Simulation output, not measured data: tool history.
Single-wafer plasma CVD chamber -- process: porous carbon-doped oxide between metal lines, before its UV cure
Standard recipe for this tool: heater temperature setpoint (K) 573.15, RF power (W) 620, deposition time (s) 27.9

run,hour,heater temperature setpoint (K),RF power (W),deposition time (s),"read-back reference wafer on the same gauge, thickness_nm",mean film thickness on the monitor wafer (nm)
1,0.0,573.15,620,27.9,179.819,177.105
2,9.3,573.15,620,27.9,179.794,177.443
3,17.6,573.15,620,27.9,179.856,177.421
4,34.6,573.15,620,27.9,179.732,177.211
# hour 48.4: thermocouple changed; heater temperature recalibrated
5,48.9,573.15,620,27.9,179.734,177.124
6,51.3,573.15,620,27.9,179.768,177.356
# hour 63.9: gauge calibrated
7,64.0,573.15,585,24.9,180.919,154.516
# hour 81.1: showerhead replaced
8,81.6,564.15,675,27.9,180.574,196.738
9,86.0,586.15,620,27.9,180.426,166.363
# hour 94.6: RF generator calibrated
10,98.4,573.15,620,27.9,180.193,177.668
11,109.2,573.15,665,27.9,180.141,184.930
12,125.2,559.15,735,22.9,179.987,175.313
13,132.7,573.15,620,22.9,179.936,146.608
14,149.9,583.15,695,22.5,179.829,145.983

Forecast each of these 3 alternatives for the next run:
A,150.3,573.15,620,27.9,?,?
B,150.3,581.15,620,25.9,?,?
C,150.3,581.15,620,27.9,?,?

run,"read-back reference wafer on the same gauge, thickness_nm",mean film thickness on the monitor wafer (nm)
A,179.851,177.354
B,179.851,158.264
C,179.851,170.083
What these runs would have given with no unlogged condition in the tool:
run,mean film thickness on the monitor wafer (nm)
A,178.509
B,159.294
C,171.191
